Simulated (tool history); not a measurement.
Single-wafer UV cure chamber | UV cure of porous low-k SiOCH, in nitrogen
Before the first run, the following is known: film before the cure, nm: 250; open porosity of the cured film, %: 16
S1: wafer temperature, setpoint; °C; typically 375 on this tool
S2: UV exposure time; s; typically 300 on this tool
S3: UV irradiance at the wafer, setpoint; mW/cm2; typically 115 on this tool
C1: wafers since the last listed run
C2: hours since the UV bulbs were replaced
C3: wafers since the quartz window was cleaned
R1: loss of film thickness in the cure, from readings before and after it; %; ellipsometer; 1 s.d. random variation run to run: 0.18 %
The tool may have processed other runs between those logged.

run 1 hour=0 | S1=390 S2=300 S3=115 | C1=0 C2=1082 C3=3222 | R1=10.872
run 2 hour=29.7 | S1=390 S2=300 S3=115 | C1=100 C2=1111.7 C3=3323 | R1=10.601
run 3 hour=74 | S1=390 S2=300 S3=115 | C1=149 C2=1156 C3=3472 | R1=11.011
run 4 hour=121.8 | S1=375 S2=390 S3=115 | C1=161 C2=1203.8 C3=3634 | R1=11.382
run 5 hour=189.6 | S1=375 S2=390 S3=115 | C1=229 C2=1271.6 C3=3863 | R1=11.428
run 6 hour=251.2 | S1=375 S2=390 S3=115 | C1=208 C2=1333.2 C3=4071 | R1=11.448
run 7 hour=277.5 | S1=384 S2=300 S3=129 | C1=88 C2=1359.5 C3=4160 | R1=11.006
run 8 hour=318.6 | S1=384 S2=300 S3=129 | C1=138 C2=1400.6 C3=4299 | R1=11.141
-- hour=331.3 quartz window cleaned
run 9 hour=359.6 | S1=384 S2=300 S3=129 | C1=111 C2=1441.6 C3=95 | R1=11.129
run 10 hour=392.8 | S1=375 S2=300 S3=115 | C1=112 C2=1474.8 C3=207 | R1=10.335
run 11 hour=447.2 | S1=383 S2=400 S3=97 | C1=183 C2=1529.2 C3=391 | R1=10.868
run 12 hour=509.8 | S1=375 S2=300 S3=139 | C1=211 C2=1591.8 C3=603 | R1=11.024
run 13 hour=573.1 | S1=364 S2=120 S3=142 | C1=213 C2=1655.1 C3=817 | R1=7.38
run 14 hour=619.5 | S1=384 S2=300 S3=129 | C1=156 C2=1701.5 C3=974 | R1=10.918
run 15 hour=659.3 | S1=375 S2=180 S3=132 | C1=134 C2=1741.3 C3=1108 | R1=8.759
-- hour=723.4 UV bulbs replaced
run 16 hour=728 | S1=387 S2=125 S3=149 | C1=205 C2=4.6 C3=1313 | R1=9.493
run 17 hour=796.7 | S1=369 S2=440 S3=149 | C1=232 C2=73.3 C3=1545 | R1=14.692
run 18 hour=851.5 | S1=365 S2=300 S3=86 | C1=185 C2=128.1 C3=1731 | R1=10.415
run 19 hour=898.9 | S1=375 S2=300 S3=115 | C1=160 C2=175.5 C3=1891 | R1=11.806
run 20 hour=953.7 | S1=363 S2=180 S3=94 | C1=185 C2=230.3 C3=2076 | R1=8.573

Below are 4 alternative next runs, each starting from the tool's condition after run 20. Predict each:
run A hour=954.2 | S1=375 S2=300 S3=115 | C1=1 C2=230.8 C3=2078 | R1=?
run B hour=954.2 | S1=382 S2=130 S3=115 | C1=1 C2=230.8 C3=2078 | R1=?
run C hour=954.2 | S1=382 S2=180 S3=115 | C1=1 C2=230.8 C3=2078 | R1=?
run D hour=954.2 | S1=375 S2=235 S3=115 | C1=1 C2=230.8 C3=2078 | R1=?

run=A R1=11.646
run=B R1=8.3
run=C R1=9.606
run=D R1=10.598
Stripped of hidden state, with their random variation kept, the same runs would have yielded:
run=A R1=12.159
run=B R1=8.764
run=C R1=10.091
run=D R1=11.098
